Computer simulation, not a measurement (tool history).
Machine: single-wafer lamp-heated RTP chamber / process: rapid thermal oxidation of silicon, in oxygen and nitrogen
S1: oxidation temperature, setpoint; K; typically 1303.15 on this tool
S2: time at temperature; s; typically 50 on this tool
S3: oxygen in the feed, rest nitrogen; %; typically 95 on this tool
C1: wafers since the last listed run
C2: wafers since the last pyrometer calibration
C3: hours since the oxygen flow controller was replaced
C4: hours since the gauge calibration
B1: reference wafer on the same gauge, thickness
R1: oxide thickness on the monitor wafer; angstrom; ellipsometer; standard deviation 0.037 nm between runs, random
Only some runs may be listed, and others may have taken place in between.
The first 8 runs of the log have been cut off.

| run | day | S1 | S2 | S3 | C1 | C2 | C3 | C4 | B1 | R1 |
|---|---|---|---|---|---|---|---|---|---|---|
| 9 | 31.304 | 1303.15 | 50 | 98 | 884 | 6743 | 3111.6 | 1369 | 5.644 | 68.61 |
| 10 | 33.354 | 1303.15 | 50 | 95 | 633 | 7376 | 3160.8 | 1418.2 | 5.637 | 67.57 |
| 11 | 36.179 | 1303.15 | 50 | 95 | 872 | 8248 | 3228.6 | 1486 | 5.637 | 67.4 |
| 12 | 38.746 | 1303.15 | 50 | 95 | 792 | 9041 | 3290.2 | 1547.6 | 5.64 | 68.02 |
|  | 41.067 | pyrometer window cleaned and pyrometer calibrated |
| 13 | 41.612 | 1303.15 | 50 | 95 | 782 | 168 | 3359 | 1616.4 | 5.641 | 67.38 |
| 14 | 44.992 | 1290.15 | 50 | 95 | 1043 | 1211 | 3440.1 | 1697.5 | 5.645 | 61.47 |
| 15 | 47.588 | 1290.15 | 33 | 69 | 801 | 2013 | 3502.4 | 1759.8 | 5.638 | 46.52 |
| 16 | 51.479 | 1328.15 | 31 | 95 | 1201 | 3215 | 3595.8 | 1853.2 | 5.639 | 65.63 |
| 17 | 53.262 | 1312.15 | 74 | 87 | 550 | 3766 | 3638.6 | 1896 | 5.637 | 83.47 |
| 18 | 56.671 | 1323.15 | 35 | 95 | 1052 | 4818 | 3720.4 | 1977.8 | 5.64 | 66.96 |
| 19 | 58.512 | 1303.15 | 50 | 84 | 568 | 5387 | 3764.6 | 2022 | 5.641 | 64.78 |
| 20 | 61.167 | 1303.15 | 50 | 84 | 819 | 6207 | 3828.3 | 2085.7 | 5.643 | 64.86 |
|  | 69.75 | pyrometer window cleaned and pyrometer calibrated |
|  | 70.821 | gauge calibrated |
| 21 | 72.108 | 1303.15 | 50 | 95 | 3276 | 728 | 4090.9 | 30.9 | 5.637 | 67.3 |
| 22 | 76.271 | 1303.15 | 50 | 95 | 1285 | 2013 | 4190.8 | 130.8 | 5.639 | 67.81 |
| 23 | 80.354 | 1303.15 | 50 | 95 | 1261 | 3274 | 4288.8 | 228.8 | 5.653 | 67.8 |
|  | 82.317 | oxygen flow controller replaced |
| 24 | 82.338 | 1333.15 | 50 | 95 | 509 | 3784 | 0.5 | 276.4 | 5.643 | 82.88 |
| 25 | 84.633 | 1303.15 | 50 | 95 | 709 | 4493 | 55.6 | 331.5 | 5.635 | 67.63 |
| 26 | 88.15 | 1294.15 | 63 | 71 | 1086 | 5579 | 140 | 415.9 | 5.646 | 63.33 |
| 27 | 91.388 | 1303.15 | 50 | 95 | 999 | 6579 | 217.7 | 493.6 | 5.653 | 68.27 |
| 28 | 94.688 | 1303.15 | 34 | 95 | 1019 | 7598 | 296.9 | 572.8 | 5.63 | 57.52 |
| 29 | 97.604 | 1292.15 | 63 | 98 | 900 | 8498 | 366.9 | 642.8 | 5.637 | 69.7 |

What does the tool deliver on the next run?
| 30 | 99.575 | 1311.15 | 50 | 95 | 608 | 9107 | 414.2 | 690.1 | ? | ? |

Run 30 yielded B1 5.635, R1 72.02 angstrom.
The same run, on a tool lacking any hidden state, would have yielded R1 72.02 angstrom.
